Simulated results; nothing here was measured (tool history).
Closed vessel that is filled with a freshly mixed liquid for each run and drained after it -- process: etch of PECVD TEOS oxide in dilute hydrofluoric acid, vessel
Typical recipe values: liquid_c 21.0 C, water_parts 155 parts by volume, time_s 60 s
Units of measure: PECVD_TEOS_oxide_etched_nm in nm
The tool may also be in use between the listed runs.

run,day,liquid_c,water_parts,time_s,wafers since the last listed run,hours since the thermometer was replaced,hours since the hydrofluoric acid flow meter was replaced,hours since the gauge calibration,"read-back film thickness of the PECVD TEOS oxide reference wafer, read on the same gauge (nm)",PECVD_TEOS_oxide_etched_nm
1,0.000,21.0,110,60,0,1546.9,245.6,137.9,140.72,10.96
2,1.858,21.0,110,60,4050,1591.5,290.2,182.5,140.97,10.97
3,4.700,21.0,155,50,6193,1659.7,358.4,250.7,141.29,6.15
4,8.812,21.0,155,50,8962,1758.4,457.1,349.4,141.72,6.18
5,12.988,21.0,155,80,9098,1858.6,557.3,449.6,142.06,9.93
6,15.854,21.0,155,80,6247,1927.4,626.1,518.4,142.24,9.98
7,19.708,21.0,155,60,8399,2019.9,718.6,610.9,142.48,7.41
8,21.350,22.5,155,50,3577,2059.3,758.0,650.3,142.56,6.58
9,24.733,22.5,155,50,7373,2140.5,839.2,731.5,142.69,6.67
10,29.233,22.5,155,50,9807,2248.5,947.2,839.5,142.84,6.58
# day 31.308: hydrofluoric acid flow meter replaced
11,31.900,21.0,155,60,5720,2312.5,14.2,903.5,142.93,7.47
12,34.142,21.0,155,60,4885,2366.3,68.0,957.3,142.99,7.50
13,36.488,21.0,155,60,5112,2422.6,124.3,1013.6,143.00,7.53
14,44.304,21.0,155,60,17035,2610.2,311.9,1201.2,143.18,7.52
# day 45.550: gauge calibrated
15,48.692,21.0,155,60,9562,2715.5,417.2,75.4,141.02,7.41
16,51.225,21.0,155,60,5521,2776.3,478.0,136.2,141.44,7.41
17,54.050,21.0,155,60,6156,2844.1,545.8,204.0,141.79,7.41
18,57.933,17.0,105,45,8463,2937.3,639.0,297.2,142.24,7.41
19,60.867,21.0,155,60,6392,3007.7,709.4,367.6,142.51,7.45
20,64.962,21.0,75,60,8926,3106.0,807.7,465.9,142.85,16.96
21,67.392,18.5,200,30,5294,3164.3,866.0,524.2,143.01,2.52
# day 69.921: thermometer replaced
# day 70.842: hydrofluoric acid flow meter replaced
22,71.879,21.0,115,60,9598,47.0,24.9,631.9,143.23,10.55
23,74.379,21.0,155,50,5448,107.0,84.9,691.9,143.36,6.29
24,77.292,24.5,155,80,6347,176.9,154.8,761.8,143.46,11.48
25,80.000,21.0,155,60,5902,241.9,219.8,826.8,143.57,7.51
26,82.488,17.0,215,90,5421,301.6,279.5,886.5,143.62,6.55
27,85.300,21.0,210,60,6129,369.1,347.0,954.0,143.71,5.28
28,87.462,21.0,115,30,4712,421.0,398.9,1005.9,143.77,5.31
29,89.179,25.5,155,60,3741,462.2,440.1,1047.1,143.79,8.99
30,92.508,19.0,90,75,7255,542.1,520.0,1127.0,143.83,16.00
31,96.092,17.0,90,60,7809,628.1,606.0,1213.0,143.91,11.83
# day 99.308: gauge calibrated
32,99.788,17.0,105,45,8054,716.8,694.7,11.5,140.04,7.25
33,103.396,21.0,155,60,7863,803.4,781.3,98.1,140.69,7.37

What would each run have given without the hidden state, its run-to-run variation left as it was?
The hidden state here: liquid colder than its thermometer reads (K); hydrofluoric acid flow below the setpoint (%); gauge reads high (%).
run,PECVD_TEOS_oxide_etched_nm
1,10.90
2,10.90
3,6.09
4,6.10
5,9.79
6,9.82
7,7.28
8,6.46
9,6.54
10,6.45
11,7.32
12,7.35
13,7.37
14,7.35
15,7.36
16,7.34
17,7.32
18,7.29
19,7.32
20,16.62
21,2.47
22,10.31
23,6.15
24,11.20
25,7.32
26,6.38
27,5.14
28,5.17
29,8.75
30,15.57
31,11.51
32,7.24
33,7.33
